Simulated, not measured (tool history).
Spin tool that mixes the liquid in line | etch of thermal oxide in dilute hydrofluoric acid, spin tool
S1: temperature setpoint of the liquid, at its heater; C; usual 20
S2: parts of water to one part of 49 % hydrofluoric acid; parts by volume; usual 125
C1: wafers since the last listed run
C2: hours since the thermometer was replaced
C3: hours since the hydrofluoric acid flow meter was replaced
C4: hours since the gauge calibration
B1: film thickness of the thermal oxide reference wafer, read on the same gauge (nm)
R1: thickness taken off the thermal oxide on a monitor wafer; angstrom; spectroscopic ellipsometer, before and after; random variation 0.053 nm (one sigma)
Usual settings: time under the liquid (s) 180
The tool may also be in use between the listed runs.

{"run": 1, "hour": 0.0, "S1": 20, "S2": 125, "time under the liquid (s)": 180, "C1": 0, "C2": 1479.3, "C3": 2250.9, "C4": 373.3, "B1": 139.97, "R1": 56.3}
{"run": 2, "hour": 22.8, "S1": 20, "S2": 125, "time under the liquid (s)": 180, "C1": 206, "C2": 1502.1, "C3": 2273.7, "C4": 396.1, "B1": 139.95, "R1": 56.5}
{"run": 3, "hour": 54.3, "S1": 20, "S2": 125, "time under the liquid (s)": 180, "C1": 285, "C2": 1533.6, "C3": 2305.2, "C4": 427.6, "B1": 139.97, "R1": 56.6}
{"run": 4, "hour": 69.4, "S1": 20, "S2": 125, "time under the liquid (s)": 180, "C1": 137, "C2": 1548.7, "C3": 2320.3, "C4": 442.7, "B1": 140.05, "R1": 57}
{"run": 5, "hour": 101.6, "S1": 20, "S2": 125, "time under the liquid (s)": 180, "C1": 292, "C2": 1580.9, "C3": 2352.5, "C4": 474.9, "B1": 139.99, "R1": 56.3}
{"run": 6, "hour": 117.6, "S1": 20, "S2": 125, "time under the liquid (s)": 180, "C1": 145, "C2": 1596.9, "C3": 2368.5, "C4": 490.9, "B1": 139.99, "R1": 55.6}
{"run": 7, "hour": 130.8, "S1": 20, "S2": 100, "time under the liquid (s)": 180, "C1": 119, "C2": 1610.1, "C3": 2381.7, "C4": 504.1, "B1": 139.96, "R1": 72.2}
{"run": 8, "hour": 159.4, "S1": 20, "S2": 125, "time under the liquid (s)": 180, "C1": 259, "C2": 1638.7, "C3": 2410.3, "C4": 532.7, "B1": 139.99, "R1": 56.5}
{"run": 9, "hour": 189.4, "S1": 20, "S2": 125, "time under the liquid (s)": 180, "C1": 272, "C2": 1668.7, "C3": 2440.3, "C4": 562.7, "B1": 140, "R1": 56}
{"run": 10, "hour": 211.7, "S1": 20, "S2": 125, "time under the liquid (s)": 180, "C1": 202, "C2": 1691, "C3": 2462.6, "C4": 585, "B1": 139.94, "R1": 56.1}
{"run": 11, "hour": 227.2, "S1": 20, "S2": 125, "time under the liquid (s)": 180, "C1": 140, "C2": 1706.5, "C3": 2478.1, "C4": 600.5, "B1": 139.99, "R1": 56.1}
{"run": 12, "hour": 258.6, "S1": 20, "S2": 125, "time under the liquid (s)": 180, "C1": 285, "C2": 1737.9, "C3": 2509.5, "C4": 631.9, "B1": 139.98, "R1": 56.6}
{"hour": 286.5, "done": "hydrofluoric acid flow meter replaced"}
{"run": 13, "hour": 287.0, "S1": 20, "S2": 125, "time under the liquid (s)": 180, "C1": 248, "C2": 1766.3, "C3": 0.5, "C4": 660.3, "B1": 140, "R1": 55.9}
{"hour": 305.8, "done": "gauge calibrated"}
{"run": 14, "hour": 306.2, "S1": 17, "S2": 125, "time under the liquid (s)": 180, "C1": 174, "C2": 1785.5, "C3": 19.7, "C4": 0.4, "B1": 140.05, "R1": 50.3}
{"run": 15, "hour": 336.0, "S1": 20, "S2": 110, "time under the liquid (s)": 180, "C1": 270, "C2": 1815.3, "C3": 49.5, "C4": 30.2, "B1": 140.03, "R1": 65.1}
{"hour": 397.9, "done": "thermometer replaced"}
{"run": 16, "hour": 432.8, "S1": 22.5, "S2": 180, "time under the liquid (s)": 110, "C1": 869, "C2": 34.9, "C3": 146.3, "C4": 127, "B1": 140, "R1": 24.7}
{"run": 17, "hour": 457.8, "S1": 20, "S2": 175, "time under the liquid (s)": 100, "C1": 226, "C2": 59.9, "C3": 171.3, "C4": 152, "B1": 140.03, "R1": 21}
{"run": 18, "hour": 487.7, "S1": 20, "S2": 125, "time under the liquid (s)": 180, "C1": 271, "C2": 89.8, "C3": 201.2, "C4": 181.9, "B1": 139.98, "R1": 55.1}
{"run": 19, "hour": 506.9, "S1": 20, "S2": 125, "time under the liquid (s)": 180, "C1": 174, "C2": 109, "C3": 220.4, "C4": 201.1, "B1": 140.01, "R1": 55.4}
{"run": 20, "hour": 526.7, "S1": 23.5, "S2": 175, "time under the liquid (s)": 245, "C1": 179, "C2": 128.8, "C3": 240.2, "C4": 220.9, "B1": 139.94, "R1": 59}
{"run": 21, "hour": 542.4, "S1": 24.5, "S2": 125, "time under the liquid (s)": 255, "C1": 142, "C2": 144.5, "C3": 255.9, "C4": 236.6, "B1": 140.01, "R1": 95.5}
{"run": 22, "hour": 574.2, "S1": 25, "S2": 125, "time under the liquid (s)": 180, "C1": 288, "C2": 176.3, "C3": 287.7, "C4": 268.4, "B1": 140.01, "R1": 68.7}
{"run": 23, "hour": 659.1, "S1": 20, "S2": 125, "time under the liquid (s)": 180, "C1": 770, "C2": 261.2, "C3": 372.6, "C4": 353.3, "B1": 139.98, "R1": 55.9}
{"run": 24, "hour": 681.9, "S1": 21.5, "S2": 105, "time under the liquid (s)": 180, "C1": 206, "C2": 284, "C3": 395.4, "C4": 376.1, "B1": 139.98, "R1": 71.8}
{"run": 25, "hour": 698.7, "S1": 23.5, "S2": 125, "time under the liquid (s)": 250, "C1": 152, "C2": 300.8, "C3": 412.2, "C4": 392.9, "B1": 139.98, "R1": 87.7}
{"run": 26, "hour": 719.3, "S1": 20, "S2": 125, "time under the liquid (s)": 180, "C1": 186, "C2": 321.4, "C3": 432.8, "C4": 413.5, "B1": 139.99, "R1": 56.5}
{"run": 27, "hour": 731.7, "S1": 17.5, "S2": 100, "time under the liquid (s)": 210, "C1": 112, "C2": 333.8, "C3": 445.2, "C4": 425.9, "B1": 140, "R1": 75.9}
{"run": 28, "hour": 761.6, "S1": 17.5, "S2": 145, "time under the liquid (s)": 180, "C1": 271, "C2": 363.7, "C3": 475.1, "C4": 455.8, "B1": 139.97, "R1": 43.3}
{"run": 29, "hour": 792.2, "S1": 17, "S2": 170, "time under the liquid (s)": 145, "C1": 277, "C2": 394.3, "C3": 505.7, "C4": 486.4, "B1": 139.99, "R1": 28.6}
{"run": 30, "hour": 824.2, "S1": 17, "S2": 80, "time under the liquid (s)": 220, "C1": 290, "C2": 426.3, "C3": 537.7, "C4": 518.4, "B1": 140.01, "R1": 99.1}
{"run": 31, "hour": 852.0, "S1": 18.5, "S2": 150, "time under the liquid (s)": 135, "C1": 252, "C2": 454.1, "C3": 565.5, "C4": 546.2, "B1": 140, "R1": 31.7}

What the log doesn't show, run by run:
liquid hotter than its thermometer reads (K): 0 in every run
hydrofluoric acid flow above the setpoint (%): 0 in every run
gauge reads high (%): 0 in every run
